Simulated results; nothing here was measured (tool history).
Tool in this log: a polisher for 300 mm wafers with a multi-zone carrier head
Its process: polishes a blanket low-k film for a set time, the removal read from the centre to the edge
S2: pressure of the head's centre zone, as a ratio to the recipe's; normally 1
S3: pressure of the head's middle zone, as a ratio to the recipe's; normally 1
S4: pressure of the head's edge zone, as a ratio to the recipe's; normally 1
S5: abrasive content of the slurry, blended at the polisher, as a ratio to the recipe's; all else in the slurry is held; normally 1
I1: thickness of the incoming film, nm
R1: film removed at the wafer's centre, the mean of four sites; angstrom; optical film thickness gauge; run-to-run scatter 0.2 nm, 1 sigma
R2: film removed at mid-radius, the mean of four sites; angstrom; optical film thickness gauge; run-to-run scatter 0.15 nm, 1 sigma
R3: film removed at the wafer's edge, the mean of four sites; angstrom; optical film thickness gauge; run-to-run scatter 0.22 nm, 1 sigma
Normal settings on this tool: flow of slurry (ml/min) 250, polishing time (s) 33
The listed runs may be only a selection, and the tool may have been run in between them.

{"run": 1, "hour": 0.0, "flow of slurry (ml/min)": 250, "S2": 1, "S3": 1, "S4": 1, "S5": 1, "polishing time (s)": 33, "I1": 423.7, "R1": 204, "R2": 191, "R3": 183}
{"run": 2, "hour": 15.3, "flow of slurry (ml/min)": 250, "S2": 1, "S3": 1.04, "S4": 1, "S5": 1, "polishing time (s)": 41, "I1": 419.6, "R1": 244, "R2": 241, "R3": 229}
{"run": 3, "hour": 47.3, "flow of slurry (ml/min)": 250, "S2": 1, "S3": 0.94, "S4": 1, "S5": 1, "polishing time (s)": 28, "I1": 422.4, "R1": 166, "R2": 154, "R3": 157}
{"hour": 52.2, "done": "slurry nozzle cleaned"}
{"run": 4, "hour": 73.5, "flow of slurry (ml/min)": 250, "S2": 1, "S3": 1, "S4": 1, "S5": 1, "polishing time (s)": 33, "I1": 415, "R1": 195, "R2": 187, "R3": 180}
{"run": 5, "hour": 93.3, "flow of slurry (ml/min)": 250, "S2": 0.88, "S3": 1, "S4": 1.12, "S5": 0.85, "polishing time (s)": 33, "I1": 426.7, "R1": 161, "R2": 171, "R3": 174}
{"run": 6, "hour": 108.1, "flow of slurry (ml/min)": 300, "S2": 1.04, "S3": 1.08, "S4": 1.09, "S5": 1, "polishing time (s)": 33, "I1": 417.9, "R1": 206, "R2": 195, "R3": 188}
{"run": 7, "hour": 132.8, "flow of slurry (ml/min)": 250, "S2": 1, "S3": 1, "S4": 1, "S5": 1, "polishing time (s)": 33, "I1": 413.3, "R1": 195, "R2": 185, "R3": 179}
{"hour": 140.1, "done": "carrier head's membrane replaced by a new one"}
{"run": 8, "hour": 163.0, "flow of slurry (ml/min)": 305, "S2": 1, "S3": 1, "S4": 1, "S5": 1, "polishing time (s)": 33, "I1": 421.9, "R1": 199, "R2": 191, "R3": 183}
{"run": 9, "hour": 184.2, "flow of slurry (ml/min)": 250, "S2": 1, "S3": 1, "S4": 1, "S5": 1, "polishing time (s)": 33, "I1": 422.5, "R1": 189, "R2": 181, "R3": 180}
{"hour": 198.6, "done": "worn pad replaced by a new one"}
{"run": 10, "hour": 217.8, "flow of slurry (ml/min)": 250, "S2": 1, "S3": 1, "S4": 1, "S5": 1, "polishing time (s)": 33, "I1": 416.7, "R1": 202, "R2": 193, "R3": 188}
{"run": 11, "hour": 235.6, "flow of slurry (ml/min)": 250, "S2": 1, "S3": 1, "S4": 1, "S5": 1, "polishing time (s)": 33, "I1": 417.1, "R1": 197, "R2": 191, "R3": 186}
{"hour": 249.3, "done": "centre zone pressure recalibrated"}
{"run": 12, "hour": 258.0, "flow of slurry (ml/min)": 250, "S2": 1, "S3": 1, "S4": 0.94, "S5": 1, "polishing time (s)": 33, "I1": 411.3, "R1": 197, "R2": 190, "R3": 178}
{"run": 13, "hour": 286.7, "flow of slurry (ml/min)": 250, "S2": 1.1, "S3": 1, "S4": 0.9, "S5": 1, "polishing time (s)": 33, "I1": 423.1, "R1": 207, "R2": 186, "R3": 173}
{"run": 14, "hour": 315.5, "flow of slurry (ml/min)": 250, "S2": 1, "S3": 1, "S4": 1, "S5": 1, "polishing time (s)": 33, "I1": 423.4, "R1": 193, "R2": 187, "R3": 176}
{"run": 15, "hour": 348.4, "flow of slurry (ml/min)": 250, "S2": 1, "S3": 1.08, "S4": 0.88, "S5": 1, "polishing time (s)": 33, "I1": 425.1, "R1": 192, "R2": 193, "R3": 167}
{"run": 16, "hour": 366.4, "flow of slurry (ml/min)": 250, "S2": 1, "S3": 1, "S4": 0.96, "S5": 1, "polishing time (s)": 38, "I1": 427, "R1": 219, "R2": 208, "R3": 201}
{"run": 17, "hour": 399.3, "flow of slurry (ml/min)": 250, "S2": 1, "S3": 1, "S4": 1, "S5": 0.7, "polishing time (s)": 33, "I1": 417.4, "R1": 159, "R2": 154, "R3": 148}
{"run": 18, "hour": 411.4, "flow of slurry (ml/min)": 290, "S2": 1, "S3": 1, "S4": 1, "S5": 1, "polishing time (s)": 33, "I1": 425.3, "R1": 193, "R2": 186, "R3": 183}
{"run": 19, "hour": 432.9, "flow of slurry (ml/min)": 250, "S2": 1, "S3": 1, "S4": 1, "S5": 1, "polishing time (s)": 33, "I1": 421.8, "R1": 190, "R2": 181, "R3": 182}
{"hour": 443.4, "done": "worn pad replaced by a new one"}
{"run": 20, "hour": 446.8, "flow of slurry (ml/min)": 250, "S2": 1, "S3": 0.94, "S4": 1, "S5": 0.7, "polishing time (s)": 33, "I1": 416.5, "R1": 172, "R2": 160, "R3": 161}
{"run": 21, "hour": 478.7, "flow of slurry (ml/min)": 250, "S2": 1, "S3": 1, "S4": 1, "S5": 1, "polishing time (s)": 33, "I1": 426, "R1": 199, "R2": 193, "R3": 185}
{"run": 22, "hour": 498.8, "flow of slurry (ml/min)": 250, "S2": 1.08, "S3": 1, "S4": 1, "S5": 0.85, "polishing time (s)": 33, "I1": 415.2, "R1": 197, "R2": 174, "R3": 172}
{"run": 23, "hour": 529.4, "flow of slurry (ml/min)": 250, "S2": 1.05, "S3": 1, "S4": 1, "S5": 1.1, "polishing time (s)": 33, "I1": 425.3, "R1": 214, "R2": 197, "R3": 191}

3 ways to go on from here, each from the tool as it stands after run 23. What would each give?
{"run": "A", "hour": 529.8, "flow of slurry (ml/min)": 250, "S2": 1, "S3": 1, "S4": 1, "S5": 0.8, "polishing time (s)": 33, "I1": 422.7, "R1": "?", "R2": "?", "R3": "?"}
{"run": "B", "hour": 529.8, "flow of slurry (ml/min)": 175, "S2": 0.94, "S3": 1, "S4": 0.93, "S5": 1, "polishing time (s)": 27, "I1": 422.7, "R1": "?", "R2": "?", "R3": "?"}
{"run": "C", "hour": 529.8, "flow of slurry (ml/min)": 250, "S2": 1, "S3": 1, "S4": 1, "S5": 1, "polishing time (s)": 22, "I1": 422.7, "R1": "?", "R2": "?", "R3": "?"}

run=A R1=178 R2=170 R3=164
run=B R1=144 R2=146 R3=138
run=C R1=132 R2=126 R3=121
Stripped of hidden state, with their random variation kept, the same runs would have yielded:
run=A R1=189 R2=180 R3=173
run=B R1=152 R2=155 R3=146
run=C R1=139 R2=133 R3=128
